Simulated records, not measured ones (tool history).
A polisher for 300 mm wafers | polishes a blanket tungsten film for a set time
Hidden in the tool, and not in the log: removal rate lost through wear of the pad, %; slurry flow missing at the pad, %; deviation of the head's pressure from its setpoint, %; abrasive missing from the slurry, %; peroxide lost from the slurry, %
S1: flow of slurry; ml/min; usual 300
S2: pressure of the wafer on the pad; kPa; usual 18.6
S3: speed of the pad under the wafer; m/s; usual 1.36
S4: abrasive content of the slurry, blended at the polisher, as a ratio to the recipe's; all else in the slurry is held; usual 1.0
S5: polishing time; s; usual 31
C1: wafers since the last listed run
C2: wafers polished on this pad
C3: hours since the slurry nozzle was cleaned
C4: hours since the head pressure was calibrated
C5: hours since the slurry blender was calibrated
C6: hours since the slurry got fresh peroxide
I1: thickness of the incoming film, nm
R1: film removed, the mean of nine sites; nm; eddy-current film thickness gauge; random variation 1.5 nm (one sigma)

{"run": 1, "hour": 0.0, "S1": 300, "S2": 18.6, "S3": 1.36, "S4": 1.0, "S5": 31, "C1": 0, "C2": 2407, "C3": 308.5, "C4": 29.9, "C5": 81.9, "C6": 106.3, "I1": 1413.2, "R1": 163.2}
{"hour": 31.9, "done": "worn pad replaced by a new one"}
{"run": 2, "hour": 64.8, "S1": 300, "S2": 18.6, "S3": 1.36, "S4": 1.0, "S5": 31, "C1": 849, "C2": 459, "C3": 373.3, "C4": 94.7, "C5": 146.7, "C6": 171.1, "I1": 1394.4, "R1": 163.5}
{"hour": 80.5, "done": "slurry tank refilled with fresh slurry and peroxide"}
{"hour": 117.1, "done": "slurry blender recalibrated"}
{"run": 3, "hour": 136.6, "S1": 300, "S2": 18.6, "S3": 1.36, "S4": 1.0, "S5": 31, "C1": 961, "C2": 1421, "C3": 445.1, "C4": 166.5, "C5": 19.5, "C6": 56.1, "I1": 1384.5, "R1": 162.8}
{"hour": 257.0, "done": "worn pad replaced by a new one"}
{"hour": 271.7, "done": "slurry tank refilled with fresh slurry and peroxide"}
{"run": 4, "hour": 327.5, "S1": 300, "S2": 18.6, "S3": 1.36, "S4": 1.0, "S5": 31, "C1": 2598, "C2": 971, "C3": 636.0, "C4": 357.4, "C5": 210.4, "C6": 55.8, "I1": 1401.6, "R1": 154.9}
{"hour": 357.2, "done": "slurry blender recalibrated"}
{"run": 5, "hour": 369.7, "S1": 300, "S2": 18.6, "S3": 1.36, "S4": 1.0, "S5": 31, "C1": 561, "C2": 1532, "C3": 678.2, "C4": 399.6, "C5": 12.5, "C6": 98.0, "I1": 1379.7, "R1": 155.4}
{"run": 6, "hour": 429.2, "S1": 300, "S2": 18.6, "S3": 1.24, "S4": 1.0, "S5": 31, "C1": 831, "C2": 2364, "C3": 737.7, "C4": 459.1, "C5": 72.0, "C6": 157.5, "I1": 1388.7, "R1": 144.0}
{"run": 7, "hour": 456.5, "S1": 300, "S2": 18.6, "S3": 1.24, "S4": 1.0, "S5": 31, "C1": 381, "C2": 2746, "C3": 765.0, "C4": 486.4, "C5": 99.3, "C6": 184.8, "I1": 1367.0, "R1": 142.7}
{"hour": 460.8, "done": "slurry tank refilled with fresh slurry and peroxide"}
{"hour": 473.7, "done": "worn pad replaced by a new one"}
{"run": 8, "hour": 510.3, "S1": 300, "S2": 18.6, "S3": 1.24, "S4": 1.0, "S5": 31, "C1": 682, "C2": 511, "C3": 818.8, "C4": 540.2, "C5": 153.1, "C6": 49.5, "I1": 1384.0, "R1": 139.9}
{"hour": 531.1, "done": "slurry nozzle cleaned"}
{"run": 9, "hour": 538.0, "S1": 300, "S2": 20.0, "S3": 1.36, "S4": 1.0, "S5": 31, "C1": 373, "C2": 884, "C3": 6.9, "C4": 567.9, "C5": 180.8, "C6": 77.2, "I1": 1374.7, "R1": 157.3}
{"hour": 543.5, "done": "head pressure recalibrated"}
{"run": 10, "hour": 562.2, "S1": 300, "S2": 20.0, "S3": 1.36, "S4": 1.0, "S5": 31, "C1": 310, "C2": 1194, "C3": 31.1, "C4": 18.7, "C5": 205.0, "C6": 101.4, "I1": 1382.9, "R1": 173.8}
{"hour": 576.6, "done": "slurry blender recalibrated"}
{"run": 11, "hour": 625.7, "S1": 360, "S2": 20.0, "S3": 1.36, "S4": 1.0, "S5": 31, "C1": 859, "C2": 2054, "C3": 94.6, "C4": 82.2, "C5": 49.1, "C6": 164.9, "I1": 1390.9, "R1": 177.2}
{"hour": 643.2, "done": "slurry tank refilled with fresh slurry and peroxide"}
{"hour": 660.7, "done": "worn pad replaced by a new one"}
{"run": 12, "hour": 661.2, "S1": 215, "S2": 18.6, "S3": 1.36, "S4": 1.1, "S5": 31, "C1": 426, "C2": 7, "C3": 130.1, "C4": 117.7, "C5": 84.6, "C6": 18.0, "I1": 1388.9, "R1": 165.4}
{"run": 13, "hour": 717.7, "S1": 300, "S2": 18.6, "S3": 1.66, "S4": 0.8, "S5": 31, "C1": 789, "C2": 797, "C3": 186.6, "C4": 174.2, "C5": 141.1, "C6": 74.5, "I1": 1386.0, "R1": 188.0}
{"run": 14, "hour": 754.4, "S1": 300, "S2": 18.6, "S3": 1.36, "S4": 1.0, "S5": 31, "C1": 513, "C2": 1310, "C3": 223.3, "C4": 210.9, "C5": 177.8, "C6": 111.2, "I1": 1380.2, "R1": 166.4}
{"hour": 790.3, "done": "slurry blender recalibrated"}
{"run": 15, "hour": 833.3, "S1": 300, "S2": 20.0, "S3": 1.36, "S4": 1.0, "S5": 31, "C1": 1074, "C2": 2385, "C3": 302.2, "C4": 289.8, "C5": 43.0, "C6": 190.1, "I1": 1384.9, "R1": 173.8}
{"hour": 855.0, "done": "slurry tank refilled with fresh slurry and peroxide"}
{"hour": 897.0, "done": "worn pad replaced by a new one"}
{"run": 16, "hour": 911.0, "S1": 300, "S2": 18.6, "S3": 1.14, "S4": 1.2, "S5": 27, "C1": 1016, "C2": 196, "C3": 379.9, "C4": 367.5, "C5": 120.7, "C6": 56.0, "I1": 1379.3, "R1": 127.8}
{"run": 17, "hour": 945.7, "S1": 300, "S2": 18.6, "S3": 1.36, "S4": 1.0, "S5": 31, "C1": 485, "C2": 681, "C3": 414.6, "C4": 402.2, "C5": 155.4, "C6": 90.7, "I1": 1412.2, "R1": 159.7}
{"run": 18, "hour": 981.3, "S1": 300, "S2": 18.6, "S3": 1.36, "S4": 1.0, "S5": 31, "C1": 497, "C2": 1178, "C3": 450.2, "C4": 437.8, "C5": 191.0, "C6": 126.3, "I1": 1400.4, "R1": 157.4}
{"hour": 1014.7, "done": "slurry blender recalibrated"}
{"hour": 1016.6, "done": "head pressure recalibrated"}
{"run": 19, "hour": 1039.2, "S1": 300, "S2": 23.4, "S3": 1.36, "S4": 1.0, "S5": 31, "C1": 755, "C2": 1934, "C3": 508.1, "C4": 22.6, "C5": 24.5, "C6": 184.2, "I1": 1392.9, "R1": 197.2}
{"run": 20, "hour": 1070.2, "S1": 300, "S2": 18.6, "S3": 1.18, "S4": 1.0, "S5": 31, "C1": 433, "C2": 2367, "C3": 539.1, "C4": 53.6, "C5": 55.5, "C6": 215.2, "I1": 1384.3, "R1": 147.6}

3 ways to go on from here, each from the tool as it stands after run 20. What would each give?
{"run": "A", "hour": 1070.6, "S1": 300, "S2": 18.6, "S3": 1.36, "S4": 1.2, "S5": 31, "C1": 5, "C2": 2373, "C3": 539.5, "C4": 54.0, "C5": 55.9, "C6": 215.6, "I1": 1384.0, "R1": "?"}
{"run": "B", "hour": 1070.6, "S1": 340, "S2": 18.6, "S3": 1.36, "S4": 1.0, "S5": 31, "C1": 5, "C2": 2373, "C3": 539.5, "C4": 54.0, "C5": 55.9, "C6": 215.6, "I1": 1384.0, "R1": "?"}
{"run": "C", "hour": 1070.6, "S1": 350, "S2": 18.6, "S3": 1.24, "S4": 1.0, "S5": 31, "C1": 5, "C2": 2373, "C3": 539.5, "C4": 54.0, "C5": 55.9, "C6": 215.6, "I1": 1384.0, "R1": "?"}

run=A R1=168.9
run=B R1=165.4
run=C R1=154.2
Without the tool's hidden state the same runs would have given:
run=A R1=167.8
run=B R1=164.4
run=C R1=153.3
